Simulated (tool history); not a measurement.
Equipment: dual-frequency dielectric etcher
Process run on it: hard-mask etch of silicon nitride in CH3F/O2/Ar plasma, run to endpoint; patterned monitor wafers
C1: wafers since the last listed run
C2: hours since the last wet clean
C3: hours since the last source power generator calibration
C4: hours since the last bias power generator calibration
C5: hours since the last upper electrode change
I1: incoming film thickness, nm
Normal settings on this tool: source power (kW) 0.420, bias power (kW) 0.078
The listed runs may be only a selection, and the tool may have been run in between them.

Run 1, hour 0.0: usual settings but source power (kW) 0.360; C1 0; C2 194.8; C3 3410.2; C4 2926.2; C5 4091.4; I1 39.73. Result: endpoint time (s) 51.8.
Run 2, hour 24.0: usual settings but source power (kW) 0.360; C1 204; C2 218.8; C3 3434.2; C4 2950.2; C5 4115.4; I1 39.92. Result: endpoint time (s) 52.2.
Run 3, hour 53.1: usual settings but source power (kW) 0.360; C1 247; C2 247.9; C3 3463.3; C4 2979.3; C5 4144.5; I1 39.91. Result: endpoint time (s) 51.2.
Run 4, hour 105.3: usual settings; C1 444; C2 300.1; C3 3515.5; C4 3031.5; C5 4196.7; I1 40.08. Result: endpoint time (s) 49.3.
Run 5, hour 166.7: usual settings but bias power (kW) 0.091; C1 522; C2 361.5; C3 3576.9; C4 3092.9; C5 4258.1; I1 40.52. Result: endpoint time (s) 47.6.
Run 6, hour 237.1: usual settings but bias power (kW) 0.091; C1 599; C2 431.9; C3 3647.3; C4 3163.3; C5 4328.5; I1 40.55. Result: endpoint time (s) 47.2.
At hour 293.6: wet clean of the chamber.
Run 7, hour 294.1: usual settings but bias power (kW) 0.093; C1 281; C2 0.5; C3 3704.3; C4 3220.3; C5 4385.5; I1 40.16. Result: endpoint time (s) 48.3.
Run 8, hour 345.1: usual settings but bias power (kW) 0.089; C1 434; C2 51.5; C3 3755.3; C4 3271.3; C5 4436.5; I1 40.04. Result: endpoint time (s) 48.2.
Run 9, hour 373.0: usual settings but bias power (kW) 0.089; C1 237; C2 79.4; C3 3783.2; C4 3299.2; C5 4464.4; I1 40.32. Result: endpoint time (s) 47.9.
Run 10, hour 427.7: usual settings but source power (kW) 0.450; C1 465; C2 134.1; C3 3837.9; C4 3353.9; C5 4519.1; I1 40.55. Result: endpoint time (s) 48.8.
Run 11, hour 493.7: usual settings but source power (kW) 0.450; C1 562; C2 200.1; C3 3903.9; C4 3419.9; C5 4585.1; I1 40.50. Result: endpoint time (s) 48.5.
At hour 512.2: bias power generator calibrated.
At hour 540.0: source power generator calibrated.
Run 12, hour 540.5: usual settings but source power (kW) 0.360, bias power (kW) 0.070; C1 330; C2 246.9; C3 0.5; C4 28.3; C5 4631.9; I1 40.16. Result: endpoint time (s) 52.8.
Run 13, hour 578.8: usual settings but source power (kW) 0.350; C1 326; C2 285.2; C3 38.8; C4 66.6; C5 4670.2; I1 40.18. Result: endpoint time (s) 51.5.
Run 14, hour 611.1: usual settings but bias power (kW) 0.067; C1 275; C2 317.5; C3 71.1; C4 98.9; C5 4702.5; I1 40.06. Result: endpoint time (s) 49.7.
Run 15, hour 672.7: usual settings but bias power (kW) 0.070; C1 524; C2 379.1; C3 132.7; C4 160.5; C5 4764.1; I1 40.16. Result: endpoint time (s) 49.2.
At hour 737.9: upper electrode replaced.
Run 16, hour 741.2: usual settings; C1 379; C2 447.6; C3 201.2; C4 229.0; C5 3.3; I1 40.08. Result: endpoint time (s) 47.8.
At hour 777.2: wet clean of the chamber.
Run 17, hour 789.5: usual settings but source power (kW) 0.450, bias power (kW) 0.088; C1 206; C2 12.3; C3 249.5; C4 277.3; C5 51.6; I1 40.08. Result: endpoint time (s) 47.5.
Run 18, hour 847.6: usual settings but source power (kW) 0.480, bias power (kW) 0.095; C1 494; C2 70.4; C3 307.6; C4 335.4; C5 109.7; I1 39.95. Result: endpoint time (s) 45.8.
Run 19, hour 898.3: usual settings but source power (kW) 0.370, bias power (kW) 0.093; C1 431; C2 121.1; C3 358.3; C4 386.1; C5 160.4; I1 40.44. Result: endpoint time (s) 50.7.
Run 20, hour 968.9: usual settings but bias power (kW) 0.089; C1 601; C2 191.7; C3 428.9; C4 456.7; C5 231.0; I1 40.18. Result: endpoint time (s) 47.8.
Run 21, hour 1000.9: usual settings but source power (kW) 0.460; C1 272; C2 223.7; C3 460.9; C4 488.7; C5 263.0; I1 39.92. Result: endpoint time (s) 47.6.
Run 22, hour 1029.4: usual settings; C1 242; C2 252.2; C3 489.4; C4 517.2; C5 291.5; I1 40.22. Result: endpoint time (s) 49.4.

Below are 5 alternative next runs, each starting from the tool's condition after run 22. Predict each:
Run A, hour 1029.8: usual settings; C1 3; C2 252.6; C3 489.8; C4 517.6; C5 291.9; I1 40.22. Result: endpoint time (s) ?.
Run B, hour 1029.8: usual settings but source power (kW) 0.320, bias power (kW) 0.090; C1 3; C2 252.6; C3 489.8; C4 517.6; C5 291.9; I1 40.22. Result: endpoint time (s) ?.
Run C, hour 1029.8: usual settings but source power (kW) 0.500, bias power (kW) 0.095; C1 3; C2 252.6; C3 489.8; C4 517.6; C5 291.9; I1 40.22. Result: endpoint time (s) ?.
Run D, hour 1029.8: usual settings but source power (kW) 0.520, bias power (kW) 0.095; C1 3; C2 252.6; C3 489.8; C4 517.6; C5 291.9; I1 40.22. Result: endpoint time (s) ?.
Run E, hour 1029.8: usual settings but source power (kW) 0.330, bias power (kW) 0.061; C1 3; C2 252.6; C3 489.8; C4 517.6; C5 291.9; I1 40.22. Result: endpoint time (s) ?.

run  endpoint time (s)
  A               49.8
  B               53.8
  C               44.6
  D               43.9
  E               57.5
Without the tool's hidden state the same runs would have given:
run  endpoint time (s)
  A               50.7
  B               54.7
  C               45.3
  D               44.7
  E               58.5
